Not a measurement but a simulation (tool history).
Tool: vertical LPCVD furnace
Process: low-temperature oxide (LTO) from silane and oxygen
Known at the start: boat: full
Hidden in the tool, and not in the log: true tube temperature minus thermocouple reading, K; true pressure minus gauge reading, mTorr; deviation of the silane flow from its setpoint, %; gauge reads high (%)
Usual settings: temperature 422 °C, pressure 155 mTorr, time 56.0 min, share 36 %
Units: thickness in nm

run,day,temperature,pressure,time,share,wafers since the last listed run,hours since the last temperature calibration,hours since the pressure gauge was zeroed,hours since the silane flow controller was replaced,hours since the gauge calibration,"read-back reference wafer on the same gauge, thickness",thickness
1,0.000,422,155,56.0,36,0,3588.8,3186.3,754.8,961.4,505.90,429.02
2,2.004,422,155,56.0,36,750,3636.9,3234.4,802.9,1009.5,504.51,430.58
3,3.971,422,155,56.0,36,736,3684.1,3281.6,850.1,1056.7,503.78,430.50
4,7.783,422,155,56.0,36,1427,3775.6,3373.1,941.6,1148.2,502.62,428.44
5,14.900,422,155,56.0,36,2664,3946.4,3543.9,1112.4,1319.0,500.03,422.25
6,17.929,422,140,56.0,39,1134,4019.1,3616.6,1185.1,1391.7,499.10,420.03
7,19.783,422,140,56.0,39,694,4063.6,3661.1,1229.6,1436.2,498.19,421.23
# day 21.658: gauge calibrated
# day 24.646: thermocouples replaced and temperature profile calibrated
8,30.654,422,140,56.0,39,3695,144.2,3922.0,1490.5,215.9,508.64,429.34
9,40.308,422,155,56.0,36,3614,375.9,4153.7,1722.2,447.6,508.04,430.97
10,42.792,426,155,44.5,36,929,435.5,4213.3,1781.8,507.2,507.63,355.89
11,44.504,426,155,44.5,36,641,476.6,4254.4,1822.9,548.3,507.00,356.29
12,47.354,422,155,61.5,36,1067,545.0,4322.8,1891.3,616.7,506.46,472.11
13,49.333,422,155,61.5,36,741,592.5,4370.3,1938.8,664.2,505.57,471.59
14,53.288,422,155,75.5,36,1480,687.4,4465.2,2033.7,759.1,505.53,581.23
15,57.633,430,155,37.0,36,1627,791.7,4569.5,2138.0,863.4,504.83,306.73
16,61.833,414,140,76.0,34,1572,892.5,4670.3,2238.8,964.2,503.10,447.94
17,63.371,416,155,56.0,36,575,929.4,4707.2,2275.7,1001.1,502.88,399.97
18,65.338,426,155,64.5,34,736,976.6,4754.4,2322.9,1048.3,502.04,477.92
19,69.442,422,135,34.0,36,1536,1075.1,4852.9,2421.4,1146.8,501.02,225.74
20,72.188,422,170,56.0,36,1028,1141.0,4918.8,2487.3,1212.7,500.89,466.87
# day 73.554: pressure gauge zeroed
# day 74.758: silane flow controller replaced
21,76.042,422,155,56.0,36,694,1233.5,59.7,30.8,1305.2,498.70,423.81
22,78.012,422,155,56.0,33,737,1280.8,107.0,78.1,1352.5,496.76,378.29
23,79.846,422,155,56.0,36,686,1324.8,151.0,122.1,1396.5,496.48,422.47
# day 81.212: gauge calibrated
24,92.517,418,155,71.5,29,4744,1628.9,455.1,426.2,271.3,508.18,393.52
25,94.438,422,185,56.0,41,719,1675.0,501.2,472.3,317.4,507.92,601.75
26,96.729,422,155,56.0,36,858,1730.0,556.2,527.3,372.4,507.87,429.17
27,98.625,428,190,70.0,41,709,1775.5,601.7,572.8,417.9,507.17,814.18
28,102.729,429,185,45.0,42,1536,1874.0,700.2,671.3,516.4,506.31,527.54
29,106.900,422,155,56.0,36,1561,1974.1,800.3,771.4,616.5,506.85,429.50
30,109.162,422,155,56.0,36,847,2028.4,854.6,825.7,670.8,506.76,429.14
31,111.258,422,130,36.5,42,784,2078.7,904.9,876.0,721.1,505.72,280.72
32,114.929,414,120,48.0,36,1374,2166.8,993.0,964.1,809.2,504.11,260.01

Measured less the same run without the tool's hidden state. The same run-to-run variation is in both; the gauge's scatter may not be:
run,thickness
1,-2.99
2,-3.51
3,-4.04
4,-5.11
5,-7.29
6,-8.30
7,-9.00
8,-0.11
9,-0.93
10,-1.02
11,-1.21
12,-2.07
13,-2.42
14,-3.97
15,-2.74
16,-5.04
17,-4.87
18,-6.40
19,-3.64
20,-8.46
21,-8.94
22,-8.60
23,-10.26
24,-0.65
25,-1.19
26,-1.05
27,-2.35
28,-2.13
29,-2.33
30,-2.71
31,-2.02
32,-2.31
